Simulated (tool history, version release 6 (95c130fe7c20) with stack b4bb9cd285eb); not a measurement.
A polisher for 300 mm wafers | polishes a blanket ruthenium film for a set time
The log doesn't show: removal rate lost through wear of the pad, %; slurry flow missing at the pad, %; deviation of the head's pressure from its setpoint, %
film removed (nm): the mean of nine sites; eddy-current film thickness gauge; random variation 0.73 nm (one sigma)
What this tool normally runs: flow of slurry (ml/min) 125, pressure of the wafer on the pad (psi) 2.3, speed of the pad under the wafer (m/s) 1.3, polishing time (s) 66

| run | day | flow of slurry (ml/min) | pressure of the wafer on the pad (psi) | speed of the pad under the wafer (m/s) | polishing time (s) | wafers since the last listed run | wafers polished on this pad | hours since the slurry nozzle was cleaned | hours since the head pressure was calibrated | incoming thickness of the incoming film, nm | film removed (nm) |
|---|---|---|---|---|---|---|---|---|---|---|---|
| 1 | 0 | 125 | 2.3 | 1.3 | 66 | 0 | 850 | 22.8 | 381.8 | 545 | 98.7 |
| 2 | 1.483 | 125 | 2.3 | 1.3 | 66 | 455 | 1306 | 58.4 | 417.4 | 541.7 | 96.9 |
| 3 | 2.808 | 125 | 2.3 | 1.3 | 66 | 406 | 1712 | 90.2 | 449.2 | 547.2 | 97.3 |
|  | 3.142 | head pressure recalibrated |
| 4 | 4.175 | 125 | 2.3 | 1.3 | 66 | 393 | 2106 | 123 | 24.8 | 542.4 | 95.4 |
| 5 | 5.704 | 125 | 2.3 | 1.3 | 66 | 469 | 2575 | 159.7 | 61.5 | 538 | 94.5 |
| 6 | 8.138 | 125 | 2.3 | 1.3 | 66 | 746 | 3322 | 218.1 | 119.9 | 531.3 | 94.5 |
| 7 | 11.125 | 125 | 2.3 | 1.14 | 56 | 916 | 4238 | 289.8 | 191.6 | 546.7 | 69 |
|  | 12.725 | worn pad replaced by a new one |
| 8 | 13.542 | 125 | 2.3 | 1.3 | 55 | 690 | 250 | 347.8 | 249.6 | 536 | 78.7 |
|  | 14.975 | slurry nozzle cleaned |
| 9 | 16.129 | 125 | 2.3 | 1.3 | 55 | 781 | 1031 | 27.7 | 311.7 | 544.9 | 81.8 |
| 10 | 19.054 | 125 | 2.3 | 1.3 | 55 | 897 | 1928 | 97.9 | 381.9 | 537.4 | 81 |
| 11 | 20.079 | 125 | 2.3 | 1.3 | 66 | 314 | 2242 | 122.5 | 406.5 | 542.1 | 96.7 |
| 12 | 21.679 | 125 | 2.3 | 1.3 | 66 | 490 | 2733 | 160.9 | 444.9 | 534.9 | 95.6 |
|  | 21.842 | head pressure recalibrated |
| 13 | 24.433 | 125 | 2.3 | 1.3 | 66 | 819 | 3553 | 227 | 62.2 | 531.7 | 95.7 |
| 14 | 27.042 | 125 | 2.3 | 1.3 | 48 | 800 | 4353 | 289.6 | 124.8 | 535.4 | 67.3 |
|  | 29.192 | worn pad replaced by a new one |
| 15 | 29.212 | 125 | 2.3 | 1.3 | 48 | 614 | 6 | 341.7 | 176.9 | 531.4 | 69.6 |
|  | 30.717 | slurry nozzle cleaned |
| 16 | 31.329 | 125 | 2.3 | 1.3 | 48 | 636 | 643 | 14.7 | 227.7 | 542.2 | 71.8 |
| 17 | 33.696 | 140 | 2.3 | 1.3 | 66 | 726 | 1369 | 71.5 | 284.5 | 531.2 | 100.1 |
| 18 | 35.325 | 105 | 2.3 | 1.74 | 51 | 499 | 1868 | 110.6 | 323.6 | 534.1 | 97.2 |
| 19 | 37.829 | 125 | 2.3 | 1.3 | 66 | 768 | 2637 | 170.7 | 383.7 | 538.7 | 96.4 |
| 20 | 40.35 | 125 | 2.3 | 1.3 | 66 | 773 | 3410 | 231.2 | 444.2 | 545.7 | 95.4 |
|  | 40.558 | head pressure recalibrated |
| 21 | 41.729 | 125 | 2.3 | 1.3 | 66 | 397 | 3808 | 264.3 | 28.1 | 545.7 | 94.5 |
|  | 42.308 | worn pad replaced by a new one |
| 22 | 43.417 | 110 | 2.3 | 1.3 | 66 | 466 | 340 | 304.8 | 68.6 | 537.2 | 94.5 |
| 23 | 46.067 | 125 | 2.3 | 1.3 | 66 | 813 | 1153 | 368.4 | 132.2 | 530.1 | 95 |
|  | 47.279 | slurry nozzle cleaned |
| 24 | 47.346 | 160 | 2.3 | 1.3 | 66 | 379 | 1533 | 1.6 | 162.9 | 541.8 | 102.5 |
| 25 | 49.196 | 125 | 2.3 | 1.3 | 66 | 567 | 2100 | 46 | 207.3 | 538.6 | 97.6 |
| 26 | 52.15 | 125 | 2.3 | 1.3 | 66 | 906 | 3006 | 116.9 | 278.2 | 532.5 | 96.4 |
| 27 | 54.471 | 80 | 2.7 | 1.68 | 50 | 712 | 3718 | 172.6 | 333.9 | 539.4 | 99.8 |

Run 28 is up next; what results do you expect?
| 28 | 56.171 | 150 | 2.3 | 1.42 | 86 | 521 | 4240 | 213.4 | 374.7 | 535.2 | ? |

{"run 28": {"film removed (nm)": 138.5}}
On a tool with no hidden condition, and with the same random variation, this run would have come out at film removed (nm) 147.5.

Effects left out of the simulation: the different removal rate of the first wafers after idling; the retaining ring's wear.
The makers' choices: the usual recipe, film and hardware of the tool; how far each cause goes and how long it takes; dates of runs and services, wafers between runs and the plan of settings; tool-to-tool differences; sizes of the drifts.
